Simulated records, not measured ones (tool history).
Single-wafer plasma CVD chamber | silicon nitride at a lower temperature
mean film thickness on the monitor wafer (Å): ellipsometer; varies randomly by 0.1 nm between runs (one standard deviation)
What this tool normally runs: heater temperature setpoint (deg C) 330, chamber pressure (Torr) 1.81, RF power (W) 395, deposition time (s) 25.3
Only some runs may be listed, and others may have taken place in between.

run     day  heater temperature setpoint (deg C)  chamber pressure (Torr)  RF power (W)  deposition time (s)  wafers since the last listed run  hours since the last thermocouple change  hours since the last RF generator calibration  hours since the last manometer calibration  hours since the showerhead was replaced  hours since the gauge calibration  read-back reference wafer on the same gauge, thickness_nm  mean film thickness on the monitor wafer (Å)
  1       0                                  330                     1.81           395                 25.3                                 0                                    2642.5                                          720.4                                      1112.8                                   5598.6                              164.7                                                     40.185                                        376.02
  2   0.912                                  330                     1.81           395                 25.3                               864                                    2664.4                                          742.3                                      1134.7                                   5620.5                              186.6                                                     40.207                                        373.29
  3   4.521                                  330                     2.03           395                 25.3                              3418                                      2751                                          828.9                                      1221.3                                   5707.1                              273.2                                                       40.2                                        389.62
      5.617  -- RF generator calibrated
  4   5.638                                  330                     2.03           395                 25.3                               742                                    2777.8                                            0.5                                      1248.1                                   5733.9                                300                                                     40.177                                        400.49
      6.488  -- showerhead replaced
  5   6.508                                  330                     1.81           455                 25.3                               509                                    2798.7                                           21.4                                        1269                                      0.5                              320.9                                                     40.219                                        403.22
  6   7.208                                  330                     1.81           455                 25.3                               663                                    2815.5                                           38.2                                      1285.8                                     17.3                              337.7                                                     40.215                                           401
  7   7.875                                  330                     1.81           455                 25.3                               631                                    2831.5                                           54.2                                      1301.8                                     33.3                              353.7                                                     40.149                                        401.95
  8   8.929                                  330                     1.81           395                 25.3                               998                                    2856.8                                           79.5                                      1327.1                                     58.6                                379                                                     40.205                                        382.93
      9.067  -- gauge calibrated
  9    9.75                                  330                     1.97           395                 25.3                               777                                    2876.5                                           99.2                                      1346.8                                     78.3                               16.4                                                     40.219                                        394.12
 10      11                                  341                      2.2           355                 22.7                              1184                                    2906.5                                          129.2                                      1376.8                                    108.3                               46.4                                                     40.233                                        351.33
 11  12.233                                  335                     2.23           440                 25.3                              1168                                    2936.1                                          158.8                                      1406.4                                    137.9                                 76                                                      40.19                                        428.16
     12.883  -- capacitance manometer re-zeroed and calibrated
     13.583  -- thermocouple changed; heater temperature recalibrated
 12  13.704                                  330                     2.16           460                 21.5                               761                                       2.9                                          194.1                                        19.7                                    173.2                              111.3                                                     40.177                                        363.42
 13  14.254                                  330                     1.81           395                 25.3                               521                                      16.1                                          207.3                                        32.9                                    186.4                              124.5                                                     40.205                                        380.27
 14  14.962                                  330                     1.81           395                 25.3                               671                                      33.1                                          224.3                                        49.9                                    203.4                              141.5                                                     40.196                                        380.95
 15  15.742                                  317                     1.81           395                 25.3                               738                                      51.8                                            243                                        68.6                                    222.1                              160.2                                                     40.218                                        384.09
 16  17.108                                  330                     1.81           395                 25.3                              1294                                      84.6                                          275.8                                       101.4                                    254.9                                193                                                     40.242                                        379.66

Branching from run 16: 5 alternative next runs. What would each branch give?
  A  17.125                                  330                     1.81           470                 25.3                                15                                        85                                          276.2                                       101.8                                    255.3                              193.4                                                          ?                                             ?
  B  17.125                                  330                     1.81           360                 25.3                                15                                        85                                          276.2                                       101.8                                    255.3                              193.4                                                          ?                                             ?
  C  17.125                                  318                     1.44           330                 20.4                                15                                        85                                          276.2                                       101.8                                    255.3                              193.4                                                          ?                                             ?
  D  17.125                                  330                     1.69           395                 25.3                                15                                        85                                          276.2                                       101.8                                    255.3                              193.4                                                          ?                                             ?
  E  17.125                                  320                     1.81           395                 26.7                                15                                        85                                          276.2                                       101.8                                    255.3                              193.4                                                          ?                                             ?

run  read-back reference wafer on the same gauge, thickness_nm  mean film thickness on the monitor wafer (Å)
  A                                                     40.215                                        404.62
  B                                                     40.215                                        366.64
  C                                                     40.215                                           260
  D                                                     40.215                                         368.9
  E                                                     40.215                                        402.07
Stripped of hidden state, with their random variation kept, the same runs would have yielded:
run  mean film thickness on the monitor wafer (Å)
  A                                        408.35
  B                                        370.25
  C                                        262.57
  D                                        372.34
  E                                        405.82

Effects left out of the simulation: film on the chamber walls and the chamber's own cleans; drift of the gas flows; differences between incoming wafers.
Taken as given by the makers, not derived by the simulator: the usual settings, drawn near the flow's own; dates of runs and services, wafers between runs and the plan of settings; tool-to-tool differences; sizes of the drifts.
